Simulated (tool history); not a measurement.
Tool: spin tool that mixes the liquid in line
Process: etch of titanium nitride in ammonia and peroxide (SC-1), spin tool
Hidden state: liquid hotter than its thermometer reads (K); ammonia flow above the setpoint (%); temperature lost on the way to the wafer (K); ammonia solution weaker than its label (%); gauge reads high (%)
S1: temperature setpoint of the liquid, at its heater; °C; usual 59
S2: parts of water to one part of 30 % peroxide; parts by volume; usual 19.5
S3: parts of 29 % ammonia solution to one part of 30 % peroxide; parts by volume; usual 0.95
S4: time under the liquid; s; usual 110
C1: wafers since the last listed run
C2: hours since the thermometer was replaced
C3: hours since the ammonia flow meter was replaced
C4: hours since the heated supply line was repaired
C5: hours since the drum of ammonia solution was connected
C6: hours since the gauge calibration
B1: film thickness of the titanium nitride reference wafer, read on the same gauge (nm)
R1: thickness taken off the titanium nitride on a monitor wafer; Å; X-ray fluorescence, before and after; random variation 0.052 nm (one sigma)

run,hour,S1,S2,S3,S4,C1,C2,C3,C4,C5,C6,B1,R1
1,0,59,19.5,0.95,110,0,3021.6,2609.6,4049.4,852,30.3,130.01,141.6
2,15.2,59,25,0.95,140,101,3036.8,2624.8,4064.6,867.2,45.5,130.01,156.8
3,27.1,59,25,0.95,140,79,3048.7,2636.7,4076.5,879.1,57.4,130.02,156.8
4,38.5,59,24,0.95,110,76,3060.1,2648.1,4087.9,890.5,68.8,130.02,126
5,50.6,59,24,0.95,110,81,3072.2,2660.2,4100,902.6,80.9,130,125.4
# hour 71.7: heated supply line repaired
# hour 86.6: ammonia flow meter replaced
# hour 88.8: thermometer replaced
6,103.2,59,19.5,0.95,130,332,14.4,16.6,31.5,955.2,133.5,130.01,219.9
# hour 105.2: new drum of ammonia solution connected
7,110.6,59,19.5,0.95,130,42,21.8,24,38.9,5.4,140.9,130,220.5
8,119.3,59,19.5,1.2,110,58,30.5,32.7,47.6,14.1,149.6,130,193.7
9,130.9,51.5,19.5,0.95,70,77,42.1,44.3,59.2,25.7,161.2,129.99,70.9
# hour 139.2: gauge calibrated
10,148.2,59,25,0.95,140,115,59.4,61.6,76.5,43,9,130.02,206.1
11,154.8,59,19.5,1.2,145,44,66,68.2,83.1,49.6,15.6,130.01,254.9
12,170.4,68,19.5,0.95,110,104,81.6,83.8,98.7,65.2,31.2,130,331.7
13,181.8,59,19.5,0.95,110,76,93,95.2,110.1,76.6,42.6,130.02,184.8
14,189.5,68.5,28,1.2,110,51,100.7,102.9,117.8,84.3,50.3,129.97,291.8

How the hidden state differs across the entries between the runs, from the last listed run before each to the first after it:
Between runs 5 and 6: heated supply line repaired (hour 71.7); ammonia flow meter replaced (hour 86.6); thermometer replaced (hour 88.8)
  temperature lost on the way to the wafer (K): 4.77 -> 0.645
  measured less the result without the state, R1: -47.2 -> -9.5 Å
Between runs 6 and 7: new drum of ammonia solution connected (hour 105.2)
  temperature lost on the way to the wafer (K): 0.645 -> 0.653
  measured less the result without the state, R1: -9.5 -> -9.6 Å
Between runs 9 and 10: gauge calibrated (hour 139.2)
  temperature lost on the way to the wafer (K): 0.674 -> 0.692
  measured less the result without the state, R1: -3.4 -> -9.6 Å
